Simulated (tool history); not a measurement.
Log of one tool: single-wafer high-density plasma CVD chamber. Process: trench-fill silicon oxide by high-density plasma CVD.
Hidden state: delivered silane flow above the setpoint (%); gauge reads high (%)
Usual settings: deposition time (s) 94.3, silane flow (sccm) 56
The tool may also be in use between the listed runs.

run	hour	deposition time (s)	silane flow (sccm)	wafers since the last listed run	hours since the silane flow controller was replaced	hours since the gauge calibration	read-back reference wafer on the same gauge, thickness_nm	mean film thickness on the monitor wafer (Å)
1	0	89.4	50	0	2937	334.4	596.514	5286.47
2	28	89.4	50	351	2965	362.4	598.534	5248.44
3	48.9	94.3	56	262	2985.9	383.3	598.58	5848.19
4	64	85.9	65	189	3001	398.4	598.943	5787.8
5	82	85.9	65	225	3019	416.4	599.842	5828.19
6	116.3	94.3	56	430	3053.3	450.7	600.493	5931.2
7	143.3	94.3	56	338	3080.3	477.7	601.717	5905.39
8	158.3	94.3	56	188	3095.3	492.7	601.467	5910.61
9	177	94.3	56	234	3114	511.4	604.195	5915.53
10	195.6	94.3	56	233	3132.6	530	604.015	5931.72
11	223.1	94.3	56	344	3160.1	557.5	604.723	5976.14
12	245.7	94.3	56	283	3182.7	580.1	605.787	5941.16
13	274.9	94.3	56	366	3211.9	609.3	606.756	5953.82
# hour 291.2: silane flow controller replaced
# hour 302.8: gauge calibrated
14	310.8	104.6	56	349	19.6	8	594.021	6500.93
15	342.1	94.3	47	392	50.9	39.3	594.199	5303.9
16	357.4	101.2	56	191	66.2	54.6	595.312	6294.54
17	386.3	82.6	62	362	95.1	83.5	594.24	5390.34
18	420.2	85.9	65	425	129	117.4	594.449	5766.11
19	442.6	77.6	46	280	151.4	139.8	595.05	4396.85
20	541.7	94.3	56	1242	250.5	238.9	596.387	5855.73
21	560.9	94.3	56	240	269.7	258.1	597.976	5895.21
22	593.2	101.6	67	405	302	290.4	597.163	6957.29
23	613.1	103.5	60	249	321.9	310.3	597.589	6682.19
24	638.3	94.3	65	316	347.1	335.5	598.687	6343.51
25	664.5	84.9	49	328	373.3	361.7	599.953	4959.75

What the log doesn't show, run by run:
delivered silane flow above the setpoint (%): 0 in every run
H1: gauge reads high (%)
run	H1
1	0.512
2	0.638
3	0.74
4	0.816
5	0.911
6	1.1
7	1.27
8	1.36
9	1.48
10	1.61
11	1.8
12	1.97
13	2.2
14	0.0342
15	0.0438
16	0.0531
17	0.079
18	0.123
19	0.161
20	0.404
21	0.466
22	0.581
23	0.659
24	0.765
25	0.883
